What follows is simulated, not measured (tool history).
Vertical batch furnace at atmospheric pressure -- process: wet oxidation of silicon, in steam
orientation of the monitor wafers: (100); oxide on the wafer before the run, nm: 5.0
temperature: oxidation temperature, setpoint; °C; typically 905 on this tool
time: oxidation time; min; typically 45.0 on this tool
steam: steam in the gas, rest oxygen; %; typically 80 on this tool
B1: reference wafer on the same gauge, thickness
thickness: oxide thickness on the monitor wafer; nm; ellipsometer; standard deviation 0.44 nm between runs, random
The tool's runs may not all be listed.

Run 1, hour 0.0: usual settings; B1 114.96. Result: thickness 120.24 nm.
Run 2, hour 28.6: usual settings but time 54.5 min, steam 72 %; B1 115.08. Result: thickness 128.65 nm.
Run 3, hour 67.7: usual settings but time 54.5 min, steam 72 %; B1 114.90. Result: thickness 129.25 nm.
Run 4, hour 102.1: usual settings; B1 114.95. Result: thickness 119.44 nm.
Run 5, hour 131.6: usual settings; B1 114.89. Result: thickness 120.23 nm.
Run 6, hour 159.6: usual settings but temperature 920 °C, steam 89 %; B1 115.02. Result: thickness 155.58 nm.
Run 7, hour 189.1: usual settings but temperature 920 °C, steam 89 %; B1 114.89. Result: thickness 156.25 nm.
Run 8, hour 217.1: usual settings but temperature 920 °C, steam 89 %; B1 115.07. Result: thickness 157.72 nm.
Run 9, hour 255.4: usual settings; B1 114.99. Result: thickness 119.63 nm.
Run 10, hour 281.5: usual settings; B1 115.01. Result: thickness 120.77 nm.
Run 11, hour 306.3: usual settings but time 27.0 min; B1 115.14. Result: thickness 77.41 nm.
Run 12, hour 330.7: usual settings; B1 114.89. Result: thickness 120.47 nm.
Run 13, hour 380.3: usual settings; B1 114.82. Result: thickness 121.15 nm.
Run 14, hour 450.6: usual settings; B1 114.93. Result: thickness 121.15 nm.
Run 15, hour 559.1: usual settings; B1 115.20. Result: thickness 121.42 nm.
Run 16, hour 593.7: usual settings; B1 114.81. Result: thickness 122.68 nm.
Run 17, hour 626.5: usual settings; B1 115.02. Result: thickness 122.29 nm.
Run 18, hour 661.6: usual settings but temperature 896 °C; B1 114.98. Result: thickness 107.93 nm.
Run 19, hour 723.7: usual settings but temperature 925 °C; B1 114.87. Result: thickness 154.27 nm.
At hour 769.5: steam generator serviced.
Run 20, hour 793.0: usual settings but temperature 917 °C, time 27.0 min; B1 114.95. Result: thickness 90.80 nm.
At hour 838.8: gauge calibrated.
Run 21, hour 857.5: usual settings but temperature 924 °C, time 38.0 min, steam 75 %; B1 115.05. Result: thickness 125.31 nm.
Run 22, hour 908.6: usual settings but time 29.5 min; B1 114.97. Result: thickness 85.15 nm.
Run 23, hour 939.3: usual settings but temperature 894 °C, time 55.5 min; B1 115.00. Result: thickness 127.84 nm.
Run 24, hour 977.7: usual settings but temperature 925 °C; B1 114.99. Result: thickness 156.74 nm.
At hour 1046.1: thermocouples replaced and temperature profile calibrated.
Run 25, hour 1046.6: usual settings but temperature 919 °C, time 59.0 min, steam 72 %; B1 115.00. Result: thickness 156.75 nm.
Run 26, hour 1056.3: usual settings but temperature 887 °C, time 27.0 min, steam 69 %; B1 114.97. Result: thickness 49.20 nm.
Run 27, hour 1086.1: usual settings; B1 115.08. Result: thickness 114.34 nm.
Run 28, hour 1129.5: usual settings but temperature 915 °C, time 65.5 min, steam 92 %; B1 115.13. Result: thickness 201.73 nm.
Run 29, hour 1184.5: usual settings but time 53.5 min; B1 115.08. Result: thickness 132.33 nm.
Run 30, hour 1247.8: usual settings but steam 75 %; B1 115.00. Result: thickness 107.56 nm.
Run 31, hour 1297.7: usual settings; B1 115.10. Result: thickness 113.86 nm.
Run 32, hour 1336.4: usual settings; B1 115.14. Result: thickness 114.27 nm.
Run 33, hour 1403.3: usual settings but temperature 890 °C, steam 74 %; B1 115.05. Result: thickness 85.54 nm.
Run 34, hour 1449.9: usual settings but temperature 898 °C, time 23.5 min, steam 75 %; B1 115.02. Result: thickness 55.06 nm.
Run 35, hour 1496.4: usual settings but temperature 918 °C, steam 75 %; B1 114.98. Result: thickness 126.99 nm.
Run 36, hour 1531.3: usual settings but temperature 915 °C, steam 71 %; B1 114.89. Result: thickness 116.84 nm.
Run 37, hour 1582.9: usual settings but temperature 925 °C, time 25.0 min, steam 72 %; B1 115.00. Result: thickness 79.80 nm.

Each row is a separate what-if for the run after 37, all from the same tool condition, not one after another. Results?
Run A, hour 1586.9: usual settings but steam 90 %; B1 ?. Result: thickness ?.
Run B, hour 1586.9: usual settings but temperature 929 °C, time 25.0 min, steam 74 %; B1 ?. Result: thickness ?.
Run C, hour 1586.9: usual settings but temperature 921 °C; B1 ?. Result: thickness ?.

run      B1  thickness
  A  114.83     126.87
  B  114.83      85.79
  C  114.83     139.30
Without the tool's unlogged condition, the same runs would have read:
run  thickness
  A     126.39
  B      85.52
  C     138.85
